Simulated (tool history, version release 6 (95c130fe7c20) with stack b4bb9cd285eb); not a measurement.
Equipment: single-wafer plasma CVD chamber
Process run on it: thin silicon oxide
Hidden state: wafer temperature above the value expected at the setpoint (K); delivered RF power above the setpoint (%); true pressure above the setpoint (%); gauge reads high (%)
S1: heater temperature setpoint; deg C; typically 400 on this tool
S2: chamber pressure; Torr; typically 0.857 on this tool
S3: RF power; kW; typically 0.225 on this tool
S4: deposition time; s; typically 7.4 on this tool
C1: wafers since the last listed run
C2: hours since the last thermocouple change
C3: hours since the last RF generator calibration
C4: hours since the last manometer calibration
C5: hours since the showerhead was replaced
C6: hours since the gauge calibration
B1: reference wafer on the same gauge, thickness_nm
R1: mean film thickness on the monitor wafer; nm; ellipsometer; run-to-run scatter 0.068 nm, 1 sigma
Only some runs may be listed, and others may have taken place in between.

Run 1, day 0: usual settings but S1 411 deg C; C1 0; C2 177.9; C3 1083.1; C4 975.7; C5 2430.1; C6 485.5; B1 11.776. Result: R1 12.969 nm.
Run 2, day 3.912: usual settings but S1 411 deg C; C1 1984; C2 271.8; C3 1177; C4 1069.6; C5 2524; C6 579.4; B1 11.743. Result: R1 12.966 nm.
Run 3, day 6.717: usual settings but S4 6.71 s; C1 1422; C2 339.1; C3 1244.3; C4 1136.9; C5 2591.3; C6 646.7; B1 11.723. Result: R1 11.817 nm.
Run 4, day 8.275: usual settings but S4 6.71 s; C1 790; C2 376.5; C3 1281.7; C4 1174.3; C5 2628.7; C6 684.1; B1 11.706. Result: R1 11.704 nm.
Run 5, day 12.171: usual settings; C1 1976; C2 470; C3 1375.2; C4 1267.8; C5 2722.2; C6 777.6; B1 11.698. Result: R1 12.914 nm.
Run 6, day 14.304: usual settings; C1 1082; C2 521.2; C3 1426.4; C4 1319; C5 2773.4; C6 828.8; B1 11.676. Result: R1 12.938 nm.
Run 7, day 16.071: usual settings; C1 896; C2 563.6; C3 1468.8; C4 1361.4; C5 2815.8; C6 871.2; B1 11.663. Result: R1 12.964 nm.
Run 8, day 20.55: usual settings but S3 0.195 kW, S4 6.53 s; C1 2271; C2 671.1; C3 1576.3; C4 1468.9; C5 2923.3; C6 978.7; B1 11.634. Result: R1 10.896 nm.
At day 21.329: capacitance manometer re-zeroed and calibrated.
Run 9, day 22.854: usual settings but S3 0.195 kW, S4 6.53 s; C1 999; C2 726.4; C3 1631.6; C4 36.6; C5 2978.6; C6 1034; B1 11.615. Result: R1 10.902 nm.
At day 25.862: showerhead replaced.
Run 10, day 26.829: usual settings but S2 0.919 Torr; C1 1847; C2 821.8; C3 1727; C4 132; C5 23.2; C6 1129.4; B1 11.597. Result: R1 13.224 nm.
Run 11, day 28.483: usual settings; C1 839; C2 861.5; C3 1766.7; C4 171.7; C5 62.9; C6 1169.1; B1 11.58. Result: R1 12.934 nm.
Run 12, day 31.4: usual settings but S2 0.66 Torr, S3 0.2 kW; C1 1479; C2 931.5; C3 1836.7; C4 241.7; C5 132.9; C6 1239.1; B1 11.555. Result: R1 10.842 nm.
Run 13, day 35.346: usual settings but S3 0.27 kW, S4 6.9 s; C1 2001; C2 1026.2; C3 1931.4; C4 336.4; C5 227.6; C6 1333.8; B1 11.532. Result: R1 12.689 nm.
Run 14, day 37.2: usual settings but S2 1.013 Torr, S3 0.26 kW; C1 940; C2 1070.7; C3 1975.9; C4 380.9; C5 272.1; C6 1378.3; B1 11.521. Result: R1 14.724 nm.
Run 15, day 40.933: usual settings but S2 0.665 Torr, S3 0.26 kW; C1 1893; C2 1160.3; C3 2065.5; C4 470.5; C5 361.7; C6 1467.9; B1 11.506. Result: R1 11.996 nm.
At day 42.396: gauge calibrated.
At day 42.646: RF generator calibrated.
Run 16, day 43.875: usual settings but S3 0.255 kW, S4 7.86 s; C1 1323; C2 1230.9; C3 29.5; C4 541.1; C5 432.3; C6 35.5; B1 11.905. Result: R1 14.67 nm.
Run 17, day 48.3: usual settings; C1 2244; C2 1337.1; C3 135.7; C4 647.3; C5 538.5; C6 141.7; B1 11.883. Result: R1 13.128 nm.
Run 18, day 50.425: usual settings but S1 386 deg C, S4 6.79 s; C1 1077; C2 1388.1; C3 186.7; C4 698.3; C5 589.5; C6 192.7; B1 11.868. Result: R1 12.173 nm.
At day 51.467: thermocouple changed; heater temperature recalibrated.
Run 19, day 52.542: usual settings but S4 6.81 s; C1 904; C2 25.8; C3 237.5; C4 749.1; C5 640.3; C6 243.5; B1 11.852. Result: R1 12.109 nm.
Run 20, day 55.129: usual settings; C1 1312; C2 87.9; C3 299.6; C4 811.2; C5 702.4; C6 305.6; B1 11.826. Result: R1 13.126 nm.
Run 21, day 57.688: usual settings but S2 1.006 Torr, S3 0.18 kW, S4 6.55 s; C1 1297; C2 149.3; C3 361; C4 872.6; C5 763.8; C6 367; B1 11.815. Result: R1 11.615 nm.
Run 22, day 64.183: usual settings but S3 0.19 kW; C1 3294; C2 305.2; C3 516.9; C4 1028.5; C5 919.7; C6 522.9; B1 11.777. Result: R1 12.23 nm.
Run 23, day 68.729: usual settings but S1 413 deg C, S3 0.245 kW, S4 8.16 s; C1 2305; C2 414.3; C3 626; C4 1137.6; C5 1028.8; C6 632; B1 11.743. Result: R1 14.764 nm.

Consider 4 possible next runs. They are alternatives, not a sequence: every one starts from the tool as it was left by run 23. What does each give?
Run A, day 68.746: usual settings but S1 393 deg C; C1 8; C2 414.7; C3 626.4; C4 1138; C5 1029.2; C6 632.4; B1 ?. Result: R1 ?.
Run B, day 68.746: usual settings but S1 389 deg C, S3 0.24 kW; C1 8; C2 414.7; C3 626.4; C4 1138; C5 1029.2; C6 632.4; B1 ?. Result: R1 ?.
Run C, day 68.746: usual settings but S4 6.21 s; C1 8; C2 414.7; C3 626.4; C4 1138; C5 1029.2; C6 632.4; B1 ?. Result: R1 ?.
Run D, day 68.746: usual settings but S2 0.932 Torr, S3 0.185 kW, S4 6.96 s; C1 8; C2 414.7; C3 626.4; C4 1138; C5 1029.2; C6 632.4; B1 ?. Result: R1 ?.

run      B1      R1
  A  11.752  13.122
  B  11.752  13.456
  C  11.752  10.968
  D  11.752  11.935
With the hidden condition removed and each run's random variation left untouched, the same runs would have given:
run      R1
  A  13.298
  B  13.637
  C  11.115
  D  12.095
